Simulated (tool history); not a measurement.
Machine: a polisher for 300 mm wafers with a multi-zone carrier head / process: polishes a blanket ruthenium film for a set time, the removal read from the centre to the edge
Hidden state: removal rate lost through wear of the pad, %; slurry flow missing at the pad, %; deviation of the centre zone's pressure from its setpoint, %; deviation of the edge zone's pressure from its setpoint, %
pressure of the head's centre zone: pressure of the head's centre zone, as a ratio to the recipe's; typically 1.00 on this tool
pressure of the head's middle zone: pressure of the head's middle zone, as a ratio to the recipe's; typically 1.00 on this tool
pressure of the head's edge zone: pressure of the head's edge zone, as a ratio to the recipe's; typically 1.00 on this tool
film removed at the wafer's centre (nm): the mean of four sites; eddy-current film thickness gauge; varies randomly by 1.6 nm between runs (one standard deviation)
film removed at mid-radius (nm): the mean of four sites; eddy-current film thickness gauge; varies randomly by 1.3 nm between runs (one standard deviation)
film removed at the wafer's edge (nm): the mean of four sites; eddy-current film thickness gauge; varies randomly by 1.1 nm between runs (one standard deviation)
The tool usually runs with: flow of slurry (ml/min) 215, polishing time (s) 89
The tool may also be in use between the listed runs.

| run | hour | flow of slurry (ml/min) | pressure of the head's centre zone | pressure of the head's middle zone | pressure of the head's edge zone | polishing time (s) | wafers since the last listed run | wafers polished on this pad | hours since the slurry nozzle was cleaned | hours since the centre zone pressure was calibrated | hours since the edge zone pressure was calibrated | hours since the carrier head's membrane was replaced | incoming thickness of the incoming film, nm | film removed at the wafer's centre (nm) | film removed at mid-radius (nm) | film removed at the wafer's edge (nm) |
|---|---|---|---|---|---|---|---|---|---|---|---|---|---|---|---|---|
| 1 | 0.0 | 215 | 1.00 | 1.00 | 1.00 | 89 | 0 | 830 | 470.4 | 394.1 | 42.7 | 17.4 | 419.7 | 103.4 | 103.1 | 102.5 |
| 2 | 9.1 | 165 | 1.00 | 1.00 | 1.00 | 89 | 61 | 891 | 479.5 | 403.2 | 51.8 | 26.5 | 421.3 | 96.4 | 98.6 | 97.5 |
|  | 13.7 | worn pad replaced by a new one |
| 3 | 25.8 | 215 | 1.05 | 1.05 | 1.07 | 89 | 85 | 81 | 496.2 | 419.9 | 68.5 | 43.2 | 412.1 | 108.7 | 107.4 | 106.1 |
| 4 | 50.1 | 235 | 1.00 | 1.05 | 1.08 | 89 | 163 | 244 | 520.5 | 444.2 | 92.8 | 67.5 | 416.8 | 106.7 | 108.2 | 105.0 |
|  | 55.8 | centre zone pressure recalibrated |
| 5 | 64.4 | 280 | 1.00 | 1.00 | 1.00 | 103 | 82 | 327 | 534.8 | 8.6 | 107.1 | 81.8 | 420.2 | 126.5 | 124.6 | 121.5 |
|  | 71.0 | slurry nozzle cleaned |
| 6 | 71.5 | 215 | 1.00 | 1.09 | 1.00 | 89 | 40 | 367 | 0.5 | 15.7 | 114.2 | 88.9 | 420.1 | 92.9 | 102.7 | 95.9 |
| 7 | 88.2 | 215 | 1.00 | 1.00 | 1.00 | 89 | 112 | 480 | 17.2 | 32.4 | 130.9 | 105.6 | 427.7 | 93.4 | 94.7 | 94.3 |
| 8 | 104.5 | 190 | 1.00 | 1.00 | 1.00 | 89 | 109 | 589 | 33.5 | 48.7 | 147.2 | 121.9 | 418.8 | 85.6 | 90.0 | 91.8 |
| 9 | 116.3 | 215 | 1.05 | 1.00 | 1.00 | 89 | 79 | 668 | 45.3 | 60.5 | 159.0 | 133.7 | 418.8 | 96.5 | 91.2 | 93.6 |
| 10 | 131.5 | 215 | 1.00 | 1.00 | 0.94 | 119 | 102 | 770 | 60.5 | 75.7 | 174.2 | 148.9 | 422.7 | 122.3 | 126.9 | 123.8 |
| 11 | 149.3 | 150 | 1.00 | 1.00 | 1.06 | 61 | 119 | 890 | 78.3 | 93.5 | 192.0 | 166.7 | 414.2 | 54.8 | 54.7 | 60.5 |
|  | 176.0 | worn pad replaced by a new one |
| 12 | 177.2 | 280 | 1.12 | 0.90 | 1.06 | 89 | 160 | 7 | 106.2 | 121.4 | 219.9 | 194.6 | 414.8 | 106.9 | 91.5 | 101.8 |
| 13 | 185.4 | 215 | 0.91 | 1.10 | 1.00 | 89 | 55 | 62 | 114.4 | 129.6 | 228.1 | 202.8 | 420.2 | 84.8 | 99.1 | 94.7 |
|  | 197.7 | slurry nozzle cleaned, repeated, since the last time left the tool worse |
| 14 | 202.2 | 215 | 1.00 | 1.00 | 1.00 | 89 | 106 | 168 | 4.5 | 146.4 | 244.9 | 219.6 | 426.6 | 108.3 | 108.0 | 103.4 |
| 15 | 217.4 | 215 | 1.00 | 1.00 | 1.00 | 89 | 102 | 271 | 19.7 | 161.6 | 260.1 | 234.8 | 416.9 | 109.6 | 107.5 | 106.4 |
| 16 | 230.8 | 215 | 1.00 | 1.00 | 1.00 | 89 | 89 | 360 | 33.1 | 175.0 | 273.5 | 248.2 | 412.0 | 104.6 | 109.4 | 104.8 |
| 17 | 242.2 | 170 | 1.00 | 1.00 | 1.05 | 89 | 76 | 437 | 44.5 | 186.4 | 284.9 | 259.6 | 421.0 | 103.9 | 103.6 | 102.3 |
| 18 | 257.2 | 180 | 1.06 | 0.92 | 1.00 | 59 | 100 | 538 | 59.5 | 201.4 | 299.9 | 274.6 | 423.8 | 70.7 | 65.2 | 67.7 |
| 19 | 264.8 | 215 | 1.00 | 1.00 | 1.00 | 89 | 51 | 589 | 67.1 | 209.0 | 307.5 | 282.2 | 416.7 | 108.3 | 106.7 | 105.0 |
| 20 | 276.5 | 275 | 1.00 | 1.00 | 1.00 | 117 | 78 | 667 | 78.8 | 220.7 | 319.2 | 293.9 | 422.1 | 144.2 | 147.8 | 140.4 |
| 21 | 284.9 | 270 | 1.00 | 1.05 | 1.07 | 105 | 56 | 724 | 87.2 | 229.1 | 327.6 | 302.3 | 417.6 | 130.0 | 134.5 | 130.2 |
| 22 | 294.0 | 235 | 1.00 | 1.06 | 0.91 | 110 | 61 | 785 | 96.3 | 238.2 | 336.7 | 311.4 | 416.5 | 140.3 | 144.2 | 125.8 |
| 23 | 303.2 | 215 | 0.89 | 0.90 | 1.10 | 120 | 61 | 847 | 105.5 | 247.4 | 345.9 | 320.6 | 418.3 | 132.5 | 135.0 | 149.0 |

Hidden state or all else? Some run-to-run changes of film removed at the wafer's centre (nm), split into what the settings, what came in and random variation would give without the hidden state, and what is left for the hidden state (with any gauge scatter that isn't in both results):
Run 5 -> 6: flow of slurry (ml/min) 280 -> 215, pressure of the head's middle zone 1.00 -> 1.09, polishing time (s) 103 -> 89, slurry nozzle cleaned. film removed at the wafer's centre (nm) -33.6: hidden state -10.9, all else -22.7.
Run 10 -> 11: flow of slurry (ml/min) 215 -> 150, pressure of the head's edge zone 0.94 -> 1.06, polishing time (s) 119 -> 61. film removed at the wafer's centre (nm) -67.5: hidden state +7.0, all else -74.5.
Run 11 -> 12: flow of slurry (ml/min) 150 -> 280, pressure of the head's centre zone 1.00 -> 1.12, pressure of the head's middle zone 1.00 -> 0.90, polishing time (s) 61 -> 89, worn pad replaced by a new one. film removed at the wafer's centre (nm) +52.1: hidden state +0.4, all else +51.7.
Run 13 -> 14: pressure of the head's centre zone 0.91 -> 1.00, pressure of the head's middle zone 1.10 -> 1.00, slurry nozzle cleaned, repeated, since the last time left the tool worse. film removed at the wafer's centre (nm) +23.5: hidden state +16.1, all else +7.4.
